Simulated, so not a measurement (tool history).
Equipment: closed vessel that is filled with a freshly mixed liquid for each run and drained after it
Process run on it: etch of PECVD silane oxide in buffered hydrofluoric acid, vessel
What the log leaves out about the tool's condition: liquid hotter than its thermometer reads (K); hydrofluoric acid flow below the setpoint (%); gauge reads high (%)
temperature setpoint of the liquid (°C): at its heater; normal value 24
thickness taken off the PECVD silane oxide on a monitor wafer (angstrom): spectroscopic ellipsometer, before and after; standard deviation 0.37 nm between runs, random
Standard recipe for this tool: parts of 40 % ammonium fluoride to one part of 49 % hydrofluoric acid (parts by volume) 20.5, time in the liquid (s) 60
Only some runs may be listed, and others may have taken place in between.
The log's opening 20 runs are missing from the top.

run   hour  temperature setpoint of the liquid (°C)  parts of 40 % ammonium fluoride to one part of 49 % hydrofluoric acid (parts by volume)  time in the liquid (s)  wafers since the last listed run  hours since the thermometer was replaced  hours since the hydrofluoric acid flow meter was replaced  hours since the gauge calibration  read-back film thickness of the PECVD silane oxide reference wafer, read on the same gauge (nm)  thickness taken off the PECVD silane oxide on a monitor wafer (angstrom)
 21  563.3                                       24                                                                                       17                      60                              1555                                      77.1                                                       73.1                              236.6                                                                                            70.02                                                                     760.4
 22  593.5                                       28                                                                                     18.5                      35                              2185                                     107.3                                                      103.3                              266.8                                                                                            69.98                                                                     500.6
 23  616.8                                     20.5                                                                                     26.5                      60                              1686                                     130.6                                                      126.6                              290.1                                                                                            69.97                                                                     442.2
 24  641.3                                       24                                                                                     20.5                      40                              1772                                     155.1                                                      151.1                              314.6                                                                                            69.99                                                                     427.2
 25  653.7                                       24                                                                                       28                      45                               897                                     167.5                                                      163.5                                327                                                                                            69.99                                                                     386.2
 26  681.8                                       26                                                                                     28.5                      60                              2033                                     195.6                                                      191.6                              355.1                                                                                            69.98                                                                     570.6
 27  704.4                                     26.5                                                                                     13.5                      70                              1635                                     218.2                                                      214.2                              377.7                                                                                            70.02                                                                    1281.2
 28    717                                       24                                                                                     20.5                      60                               911                                     230.8                                                      226.8                              390.3                                                                                            70.02                                                                     639.4
 29    772                                       20                                                                                       14                      50                              3979                                     285.8                                                      281.8                              445.3                                                                                            69.99                                                                     619.1
 30    801                                       24                                                                                       28                      45                              2098                                     314.8                                                      310.8                              474.3                                                                                               70                                                                     392.3
 31  823.4                                       24                                                                                     20.5                      35                              1620                                     337.2                                                      333.2                              496.7                                                                                            70.03                                                                     375.7
 32  840.3                                       24                                                                                     25.5                      35                              1222                                     354.1                                                      350.1                              513.6                                                                                            69.97                                                                     324.4

What if the next run were any one of these 5? Each begins from the tool's condition after run 32:
  A   841                                       24                                                                                     20.5                      60                                50                                     354.8                                                      350.8                              514.3                                                                                                ?                                                                         ?
  B   841                                       19                                                                                     20.5                      95                                50                                     354.8                                                      350.8                              514.3                                                                                                ?                                                                         ?
  C   841                                       21                                                                                     23.5                      40                                50                                     354.8                                                      350.8                              514.3                                                                                                ?                                                                         ?
  D   841                                       21                                                                                     25.5                      35                                50                                     354.8                                                      350.8                              514.3                                                                                                ?                                                                         ?
  E   841                                       24                                                                                     23.5                      60                                50                                     354.8                                                      350.8                              514.3                                                                                                ?                                                                         ?

run  read-back film thickness of the PECVD silane oxide reference wafer, read on the same gauge (nm)  thickness taken off the PECVD silane oxide on a monitor wafer (angstrom)
  A                                                                                            70.02                                                                       648
  B                                                                                            70.02                                                                     777.6
  C                                                                                            70.02                                                                     333.3
  D                                                                                            70.02                                                                     275.7
  E                                                                                            70.02                                                                     589.9
Without the tool's hidden state the same runs would have given:
run  thickness taken off the PECVD silane oxide on a monitor wafer (angstrom)
  A                                                                     629.2
  B                                                                     754.3
  C                                                                     323.4
  D                                                                     267.5
  E                                                                     572.8

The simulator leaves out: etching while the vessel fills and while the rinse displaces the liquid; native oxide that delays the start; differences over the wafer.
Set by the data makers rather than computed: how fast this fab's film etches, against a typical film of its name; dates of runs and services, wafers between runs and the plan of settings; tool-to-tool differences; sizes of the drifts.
